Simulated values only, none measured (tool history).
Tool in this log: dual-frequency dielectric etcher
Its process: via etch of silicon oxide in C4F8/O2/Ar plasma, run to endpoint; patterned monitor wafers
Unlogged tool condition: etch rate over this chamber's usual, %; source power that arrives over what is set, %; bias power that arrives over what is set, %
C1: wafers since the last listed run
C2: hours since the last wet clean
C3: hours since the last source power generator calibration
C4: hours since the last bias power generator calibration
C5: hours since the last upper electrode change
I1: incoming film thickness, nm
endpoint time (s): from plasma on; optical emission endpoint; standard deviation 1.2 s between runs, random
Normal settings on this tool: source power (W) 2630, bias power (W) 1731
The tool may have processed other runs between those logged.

Run 1, hour 0: usual settings; C1 0; C2 402.6; C3 3148.8; C4 1989; C5 2475.5; I1 2204.3. Result: endpoint time (s) 412.2.
Run 2, hour 17.4: usual settings; C1 83; C2 420; C3 3166.2; C4 2006.4; C5 2492.9; I1 2215.2. Result: endpoint time (s) 414.6.
Run 3, hour 35.4: usual settings; C1 85; C2 438; C3 3184.2; C4 2024.4; C5 2510.9; I1 2208.2. Result: endpoint time (s) 414.1.
Run 4, hour 48.7: usual settings but source power (W) 2870, bias power (W) 1844; C1 63; C2 451.3; C3 3197.5; C4 2037.7; C5 2524.2; I1 2206.2. Result: endpoint time (s) 391.4.
Run 5, hour 55.1: usual settings; C1 30; C2 457.7; C3 3203.9; C4 2044.1; C5 2530.6; I1 2191.7. Result: endpoint time (s) 409.9.
Run 6, hour 67.7: usual settings but source power (W) 2920; C1 60; C2 470.3; C3 3216.5; C4 2056.7; C5 2543.2; I1 2204.7. Result: endpoint time (s) 395.6.
Run 7, hour 77.2: usual settings; C1 45; C2 479.8; C3 3226; C4 2066.2; C5 2552.7; I1 2222.9. Result: endpoint time (s) 417.5.
Run 8, hour 83.9: usual settings; C1 31; C2 486.5; C3 3232.7; C4 2072.9; C5 2559.4; I1 2204.7. Result: endpoint time (s) 414.
At hour 94.9: source power generator calibrated.
Run 9, hour 95.4: usual settings; C1 35; C2 498; C3 0.5; C4 2084.4; C5 2570.9; I1 2209.3. Result: endpoint time (s) 415.9.
Run 10, hour 103.3: usual settings but bias power (W) 2002; C1 37; C2 505.9; C3 8.4; C4 2092.3; C5 2578.8; I1 2201.5. Result: endpoint time (s) 404.2.
Run 11, hour 118.8: usual settings but bias power (W) 2002; C1 73; C2 521.4; C3 23.9; C4 2107.8; C5 2594.3; I1 2202.1. Result: endpoint time (s) 402.9.
At hour 126: bias power generator calibrated.
Run 12, hour 128.6: usual settings but source power (W) 3060; C1 27; C2 531.2; C3 33.7; C4 2.6; C5 2604.1; I1 2217.4. Result: endpoint time (s) 388.6.
Run 13, hour 139.1: usual settings but bias power (W) 1907; C1 50; C2 541.7; C3 44.2; C4 13.1; C5 2614.6; I1 2211.1. Result: endpoint time (s) 409.3.
Run 14, hour 151.4: usual settings; C1 58; C2 554; C3 56.5; C4 25.4; C5 2626.9; I1 2237.8. Result: endpoint time (s) 422.5.
Run 15, hour 157.6: usual settings; C1 29; C2 560.2; C3 62.7; C4 31.6; C5 2633.1; I1 2207.3. Result: endpoint time (s) 417.4.
Run 16, hour 167.9: usual settings but source power (W) 2370; C1 49; C2 570.5; C3 73; C4 41.9; C5 2643.4; I1 2220.9. Result: endpoint time (s) 442.8.
Run 17, hour 179.3: usual settings; C1 54; C2 581.9; C3 84.4; C4 53.3; C5 2654.8; I1 2202.5. Result: endpoint time (s) 416.3.
Run 18, hour 197.1: usual settings but bias power (W) 2142; C1 84; C2 599.7; C3 102.2; C4 71.1; C5 2672.6; I1 2225.3. Result: endpoint time (s) 405.8.
Run 19, hour 203.4: usual settings but source power (W) 3070, bias power (W) 1358; C1 30; C2 606; C3 108.5; C4 77.4; C5 2678.9; I1 2212.3. Result: endpoint time (s) 403.
Run 20, hour 213.7: usual settings but source power (W) 3030, bias power (W) 1951; C1 49; C2 616.3; C3 118.8; C4 87.7; C5 2689.2; I1 2232.2. Result: endpoint time (s) 388.7.
At hour 248.2: upper electrode replaced.
Run 21, hour 248.7: usual settings but source power (W) 3270, bias power (W) 1945; C1 52; C2 651.3; C3 153.8; C4 122.7; C5 0.5; I1 2220.1. Result: endpoint time (s) 374.3.
Run 22, hour 249.1: usual settings but source power (W) 3110, bias power (W) 1886; C1 1; C2 651.7; C3 154.2; C4 123.1; C5 0.9; I1 2217.2. Result: endpoint time (s) 383.3.
Run 23, hour 250.2: usual settings but source power (W) 3270, bias power (W) 1945; C1 5; C2 652.8; C3 155.3; C4 124.2; C5 2; I1 2228.4. Result: endpoint time (s) 374.1.
Run 24, hour 260.4: usual settings but source power (W) 2890, bias power (W) 2057; C1 48; C2 663; C3 165.5; C4 134.4; C5 12.2; I1 2218.6. Result: endpoint time (s) 389.9.
At hour 287.2: wet clean of the chamber.
Run 25, hour 287.7: usual settings but source power (W) 2160, bias power (W) 2021; C1 15; C2 0.5; C3 192.8; C4 161.7; C5 39.5; I1 2246.5. Result: endpoint time (s) 434.8.
Run 26, hour 288.2: usual settings but source power (W) 2030, bias power (W) 2046; C1 2; C2 1; C3 193.3; C4 162.2; C5 40; I1 2217.5. Result: endpoint time (s) 440.3.
Run 27, hour 292.5: usual settings but source power (W) 3060, bias power (W) 2093; C1 20; C2 5.3; C3 197.6; C4 166.5; C5 44.3; I1 2223.5. Result: endpoint time (s) 363.9.
Run 28, hour 310: usual settings but source power (W) 2870; C1 83; C2 22.8; C3 215.1; C4 184; C5 61.8; I1 2214.3. Result: endpoint time (s) 388.8.
Run 29, hour 319: usual settings but source power (W) 3220; C1 42; C2 31.8; C3 224.1; C4 193; C5 70.8; I1 2205.1. Result: endpoint time (s) 368.
Run 30, hour 327.7: usual settings but bias power (W) 1315; C1 41; C2 40.5; C3 232.8; C4 201.7; C5 79.5; I1 2222.3. Result: endpoint time (s) 423.3.
Run 31, hour 345.6: usual settings; C1 85; C2 58.4; C3 250.7; C4 219.6; C5 97.4; I1 2206.1. Result: endpoint time (s) 401.8.
Run 32, hour 361.2: usual settings; C1 74; C2 74; C3 266.3; C4 235.2; C5 113; I1 2220.5. Result: endpoint time (s) 405.7.
Run 33, hour 391.4: usual settings but source power (W) 2160, bias power (W) 1980; C1 144; C2 104.2; C3 296.5; C4 265.4; C5 143.2; I1 2208.1. Result: endpoint time (s) 433.7.
Run 34, hour 400.2: usual settings; C1 42; C2 113; C3 305.3; C4 274.2; C5 152; I1 2223.3. Result: endpoint time (s) 407.5.
Run 35, hour 408.9: usual settings but bias power (W) 1887; C1 41; C2 121.7; C3 314; C4 282.9; C5 160.7; I1 2219.4. Result: endpoint time (s) 400.5.
Run 36, hour 425.8: usual settings but source power (W) 3060; C1 80; C2 138.6; C3 330.9; C4 299.8; C5 177.6; I1 2224.6. Result: endpoint time (s) 380.4.

For each entry between runs, how does the tool's hidden state at the last listed run before it compare with that at the first listed run after it?
Between runs 8 and 9: source power generator calibrated (hour 94.9)
  etch rate over this chamber's usual, %: -2.86 -> -2.93
  measured minus no-state result, endpoint time (s): +11.8 -> +12.2
Between runs 11 and 12: bias power generator calibrated (hour 126)
  etch rate over this chamber's usual, %: -3.07 -> -3.13
  measured minus no-state result, endpoint time (s): +12.4 -> +12.2
Between runs 20 and 21: upper electrode replaced (hour 248.2)
  etch rate over this chamber's usual, %: -3.64 -> -3.85
  measured minus no-state result, endpoint time (s): +14.2 -> +14.4
Between runs 24 and 25: wet clean of the chamber (hour 287.2)
  etch rate over this chamber's usual, %: -3.92 -> 0.306
  measured minus no-state result, endpoint time (s): +15.3 -> -1.3
